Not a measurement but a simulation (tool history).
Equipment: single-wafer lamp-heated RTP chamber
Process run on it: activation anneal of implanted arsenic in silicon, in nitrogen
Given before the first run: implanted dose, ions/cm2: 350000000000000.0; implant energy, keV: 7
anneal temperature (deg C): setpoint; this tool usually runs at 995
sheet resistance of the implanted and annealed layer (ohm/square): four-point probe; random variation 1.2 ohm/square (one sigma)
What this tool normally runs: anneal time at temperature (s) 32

run	hour	anneal temperature (deg C)	anneal time at temperature (s)	wafers since the last listed run	wafers since the last pyrometer calibration	wafers since the reflector plate was cleaned	hours since the gauge calibration	read-back reference wafer on the same gauge, sheet resistance	sheet resistance of the implanted and annealed layer (ohm/square)
1	0	995	32	0	4065	7441	351.9	236.01	269.53
# hour 13: pyrometer window cleaned and pyrometer calibrated
# hour 14.2: reflector plate cleaned
2	41.1	995	32	323	272	272	393	236.15	270.92
3	69.8	995	32	291	564	564	421.7	235.84	269.7
4	123.6	995	32	546	1110	1110	475.5	235.77	268.64
5	175.5	995	32	527	1637	1637	527.4	235.9	268.35
6	220.5	995	32	457	2095	2095	572.4	235.83	267.57
7	255.7	995	32	357	2452	2452	607.6	236.13	268.62
8	283.7	995	32	284	2736	2736	635.6	236.07	269.8
9	342.1	1010	32	593	3330	3330	694	235.98	266.09
10	379.2	1010	32	376	3707	3707	731.1	236.04	262.93
11	421.8	995	32	432	4139	4139	773.7	236.05	269.49
# hour 432.4: pyrometer window cleaned and pyrometer calibrated
12	453.5	995	32	240	214	4380	805.4	235.87	269.25
13	503.7	973	18	509	724	4890	855.6	235.96	281.05
14	555.7	995	32	528	1252	5418	907.6	235.84	269.28
15	626.5	995	32	719	1971	6137	978.4	236.04	269.93
16	658.6	1023	16	326	2297	6463	1010.5	236.28	270.5
17	724.1	970	47	665	2962	7129	1076	236.12	271.84
# hour 814.4: pyrometer window cleaned and pyrometer calibrated
18	849.9	1014	13	1196	360	8325	1201.8	236.29	274
19	919.2	1004	40	703	1064	9029	1271.1	236.01	261.81
# hour 950.9: gauge calibrated
20	974.6	995	32	562	1627	9592	23.7	235.94	269.52
# hour 1008: reflector plate cleaned
21	1028.6	987	19	467	2094	209	77.7	236.07	278.19
22	1092.8	967	19	652	2746	861	141.9	236.24	282.68
23	1136.2	995	16	440	3187	1302	185.3	235.74	278.29
24	1206.3	969	48	712	3899	2014	255.4	235.88	272.44
25	1236.9	995	32	310	4210	2325	286	236.22	267.75
# hour 1266.6: pyrometer window cleaned and pyrometer calibrated
26	1272.9	995	24	284	63	2609	322	235.85	274.05
27	1325.8	966	48	537	600	3146	374.9	236.14	271.72

How the hidden state differs across the entries between the runs, from the last listed run before each to the first after it:
Logged between run 1 and run 2: pyrometer window cleaned and pyrometer calibrated (hour 13); reflector plate cleaned (hour 14.2)
  the hidden state is the same at both runs
Logged between run 11 and run 12: pyrometer window cleaned and pyrometer calibrated (hour 432.4)
  the hidden state is the same at both runs
Logged between run 17 and run 18: pyrometer window cleaned and pyrometer calibrated (hour 814.4)
  the hidden state is the same at both runs
Logged between run 19 and run 20: gauge calibrated (hour 950.9)
  the hidden state is the same at both runs
Logged between run 20 and run 21: reflector plate cleaned (hour 1008)
  the hidden state is the same at both runs
Logged between run 25 and run 26: pyrometer window cleaned and pyrometer calibrated (hour 1266.6)
  the hidden state is the same at both runs

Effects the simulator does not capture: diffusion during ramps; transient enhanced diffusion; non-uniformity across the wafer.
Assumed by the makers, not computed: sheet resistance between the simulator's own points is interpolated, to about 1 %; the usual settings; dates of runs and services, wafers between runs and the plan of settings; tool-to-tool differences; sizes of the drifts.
